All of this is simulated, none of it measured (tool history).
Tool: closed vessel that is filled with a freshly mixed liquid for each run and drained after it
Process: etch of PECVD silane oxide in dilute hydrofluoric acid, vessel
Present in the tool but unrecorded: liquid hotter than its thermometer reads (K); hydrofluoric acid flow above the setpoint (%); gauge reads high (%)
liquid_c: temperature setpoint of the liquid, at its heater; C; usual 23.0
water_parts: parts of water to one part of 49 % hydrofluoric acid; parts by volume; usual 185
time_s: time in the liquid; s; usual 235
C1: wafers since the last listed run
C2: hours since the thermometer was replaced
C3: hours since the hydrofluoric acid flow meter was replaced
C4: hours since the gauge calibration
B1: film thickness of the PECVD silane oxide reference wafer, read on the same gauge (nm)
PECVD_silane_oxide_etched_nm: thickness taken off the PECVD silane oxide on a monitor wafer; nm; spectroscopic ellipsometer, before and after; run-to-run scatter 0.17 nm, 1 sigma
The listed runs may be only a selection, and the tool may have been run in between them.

{"run": 1, "hour": 0.0, "liquid_c": 23.0, "water_parts": 185, "time_s": 345, "C1": 0, "C2": 1705.3, "C3": 2237.9, "C4": 169.9, "B1": 119.98, "PECVD_silane_oxide_etched_nm": 67.58}
{"run": 2, "hour": 13.7, "liquid_c": 23.0, "water_parts": 185, "time_s": 345, "C1": 893, "C2": 1719.0, "C3": 2251.6, "C4": 183.6, "B1": 120.0, "PECVD_silane_oxide_etched_nm": 67.84}
{"run": 3, "hour": 23.6, "liquid_c": 23.0, "water_parts": 185, "time_s": 345, "C1": 645, "C2": 1728.9, "C3": 2261.5, "C4": 193.5, "B1": 120.0, "PECVD_silane_oxide_etched_nm": 67.61}
{"run": 4, "hour": 35.1, "liquid_c": 23.0, "water_parts": 185, "time_s": 235, "C1": 750, "C2": 1740.4, "C3": 2273.0, "C4": 205.0, "B1": 120.0, "PECVD_silane_oxide_etched_nm": 45.79}
{"run": 5, "hour": 53.0, "liquid_c": 23.0, "water_parts": 185, "time_s": 235, "C1": 1167, "C2": 1758.3, "C3": 2290.9, "C4": 222.9, "B1": 120.02, "PECVD_silane_oxide_etched_nm": 46.22}
{"run": 6, "hour": 66.1, "liquid_c": 23.0, "water_parts": 150, "time_s": 235, "C1": 854, "C2": 1771.4, "C3": 2304.0, "C4": 236.0, "B1": 119.99, "PECVD_silane_oxide_etched_nm": 59.02}
{"run": 7, "hour": 81.4, "liquid_c": 26.0, "water_parts": 185, "time_s": 235, "C1": 998, "C2": 1786.7, "C3": 2319.3, "C4": 251.3, "B1": 120.01, "PECVD_silane_oxide_etched_nm": 51.55}
{"run": 8, "hour": 97.2, "liquid_c": 26.0, "water_parts": 185, "time_s": 235, "C1": 1030, "C2": 1802.5, "C3": 2335.1, "C4": 267.1, "B1": 120.03, "PECVD_silane_oxide_etched_nm": 51.61}
{"run": 9, "hour": 112.6, "liquid_c": 26.0, "water_parts": 185, "time_s": 235, "C1": 1004, "C2": 1817.9, "C3": 2350.5, "C4": 282.5, "B1": 120.01, "PECVD_silane_oxide_etched_nm": 51.84}
{"run": 10, "hour": 123.9, "liquid_c": 23.0, "water_parts": 185, "time_s": 315, "C1": 737, "C2": 1829.2, "C3": 2361.8, "C4": 293.8, "B1": 120.02, "PECVD_silane_oxide_etched_nm": 61.83}
{"run": 11, "hour": 131.8, "liquid_c": 23.0, "water_parts": 185, "time_s": 315, "C1": 515, "C2": 1837.1, "C3": 2369.7, "C4": 301.7, "B1": 120.01, "PECVD_silane_oxide_etched_nm": 61.99}
{"hour": 143.2, "done": "gauge calibrated"}
{"run": 12, "hour": 144.0, "liquid_c": 23.0, "water_parts": 185, "time_s": 315, "C1": 795, "C2": 1849.3, "C3": 2381.9, "C4": 0.8, "B1": 120.02, "PECVD_silane_oxide_etched_nm": 62.17}
{"run": 13, "hour": 157.7, "liquid_c": 23.0, "water_parts": 185, "time_s": 235, "C1": 893, "C2": 1863.0, "C3": 2395.6, "C4": 14.5, "B1": 119.99, "PECVD_silane_oxide_etched_nm": 46.52}
{"run": 14, "hour": 168.0, "liquid_c": 23.0, "water_parts": 185, "time_s": 235, "C1": 671, "C2": 1873.3, "C3": 2405.9, "C4": 24.8, "B1": 120.01, "PECVD_silane_oxide_etched_nm": 46.33}
{"run": 15, "hour": 183.1, "liquid_c": 23.0, "water_parts": 185, "time_s": 235, "C1": 985, "C2": 1888.4, "C3": 2421.0, "C4": 39.9, "B1": 120.02, "PECVD_silane_oxide_etched_nm": 46.38}
{"run": 16, "hour": 189.4, "liquid_c": 23.0, "water_parts": 185, "time_s": 235, "C1": 410, "C2": 1894.7, "C3": 2427.3, "C4": 46.2, "B1": 119.97, "PECVD_silane_oxide_etched_nm": 46.52}
{"run": 17, "hour": 205.7, "liquid_c": 23.0, "water_parts": 185, "time_s": 235, "C1": 1063, "C2": 1911.0, "C3": 2443.6, "C4": 62.5, "B1": 120.0, "PECVD_silane_oxide_etched_nm": 46.32}
{"run": 18, "hour": 211.8, "liquid_c": 27.0, "water_parts": 215, "time_s": 165, "C1": 397, "C2": 1917.1, "C3": 2449.7, "C4": 68.6, "B1": 120.01, "PECVD_silane_oxide_etched_nm": 31.69}
{"run": 19, "hour": 221.1, "liquid_c": 23.0, "water_parts": 185, "time_s": 235, "C1": 606, "C2": 1926.4, "C3": 2459.0, "C4": 77.9, "B1": 120.0, "PECVD_silane_oxide_etched_nm": 46.61}
{"run": 20, "hour": 228.2, "liquid_c": 23.0, "water_parts": 245, "time_s": 235, "C1": 463, "C2": 1933.5, "C3": 2466.1, "C4": 85.0, "B1": 120.0, "PECVD_silane_oxide_etched_nm": 33.29}
{"run": 21, "hour": 242.4, "liquid_c": 19.0, "water_parts": 265, "time_s": 115, "C1": 926, "C2": 1947.7, "C3": 2480.3, "C4": 99.2, "B1": 120.0, "PECVD_silane_oxide_etched_nm": 12.67}
{"hour": 246.2, "done": "thermometer replaced"}
{"run": 22, "hour": 254.5, "liquid_c": 23.0, "water_parts": 185, "time_s": 235, "C1": 724, "C2": 8.3, "C3": 2492.4, "C4": 111.3, "B1": 119.98, "PECVD_silane_oxide_etched_nm": 46.69}
{"run": 23, "hour": 271.7, "liquid_c": 24.5, "water_parts": 160, "time_s": 110, "C1": 1122, "C2": 25.5, "C3": 2509.6, "C4": 128.5, "B1": 120.03, "PECVD_silane_oxide_etched_nm": 27.55}
{"hour": 286.8, "done": "hydrofluoric acid flow meter replaced"}
{"run": 24, "hour": 287.3, "liquid_c": 23.0, "water_parts": 185, "time_s": 235, "C1": 952, "C2": 41.1, "C3": 0.5, "C4": 144.1, "B1": 119.99, "PECVD_silane_oxide_etched_nm": 40.93}
{"run": 25, "hour": 303.6, "liquid_c": 25.5, "water_parts": 185, "time_s": 235, "C1": 1063, "C2": 57.4, "C3": 16.8, "C4": 160.4, "B1": 120.04, "PECVD_silane_oxide_etched_nm": 45.15}
{"run": 26, "hour": 318.7, "liquid_c": 20.5, "water_parts": 185, "time_s": 235, "C1": 985, "C2": 72.5, "C3": 31.9, "C4": 175.5, "B1": 120.01, "PECVD_silane_oxide_etched_nm": 37.29}
{"run": 27, "hour": 330.6, "liquid_c": 23.0, "water_parts": 185, "time_s": 235, "C1": 776, "C2": 84.4, "C3": 43.8, "C4": 187.4, "B1": 119.97, "PECVD_silane_oxide_etched_nm": 41.16}
{"run": 28, "hour": 344.0, "liquid_c": 23.0, "water_parts": 185, "time_s": 235, "C1": 874, "C2": 97.8, "C3": 57.2, "C4": 200.8, "B1": 120.0, "PECVD_silane_oxide_etched_nm": 41.47}
{"run": 29, "hour": 357.0, "liquid_c": 23.0, "water_parts": 230, "time_s": 310, "C1": 848, "C2": 110.8, "C3": 70.2, "C4": 213.8, "B1": 120.0, "PECVD_silane_oxide_etched_nm": 41.84}
{"run": 30, "hour": 365.3, "liquid_c": 19.0, "water_parts": 155, "time_s": 235, "C1": 541, "C2": 119.1, "C3": 78.5, "C4": 222.1, "B1": 120.02, "PECVD_silane_oxide_etched_nm": 43.6}
{"run": 31, "hour": 371.3, "liquid_c": 23.0, "water_parts": 185, "time_s": 295, "C1": 391, "C2": 125.1, "C3": 84.5, "C4": 228.1, "B1": 120.02, "PECVD_silane_oxide_etched_nm": 51.93}
{"run": 32, "hour": 379.5, "liquid_c": 21.0, "water_parts": 240, "time_s": 370, "C1": 534, "C2": 133.3, "C3": 92.7, "C4": 236.3, "B1": 120.01, "PECVD_silane_oxide_etched_nm": 44.34}

Predict each of these 3 candidate next runs independently; none follows another, all start after run 32:
{"run": "A", "hour": 380.2, "liquid_c": 23.0, "water_parts": 185, "time_s": 235, "C1": 45, "C2": 134.0, "C3": 93.4, "C4": 237.0, "B1": "?", "PECVD_silane_oxide_etched_nm": "?"}
{"run": "B", "hour": 380.2, "liquid_c": 18.5, "water_parts": 110, "time_s": 295, "C1": 45, "C2": 134.0, "C3": 93.4, "C4": 237.0, "B1": "?", "PECVD_silane_oxide_etched_nm": "?"}
{"run": "C", "hour": 380.2, "liquid_c": 25.0, "water_parts": 185, "time_s": 310, "C1": 45, "C2": 134.0, "C3": 93.4, "C4": 237.0, "B1": "?", "PECVD_silane_oxide_etched_nm": "?"}

run=A B1=120.01 PECVD_silane_oxide_etched_nm=41.71
run=B B1=120.01 PECVD_silane_oxide_etched_nm=79.70
run=C B1=120.01 PECVD_silane_oxide_etched_nm=59.29
Take away the tool's hidden state, keep each run's random variation, and the runs would have read:
run=A PECVD_silane_oxide_etched_nm=40.78
run=B PECVD_silane_oxide_etched_nm=78.04
run=C PECVD_silane_oxide_etched_nm=57.97
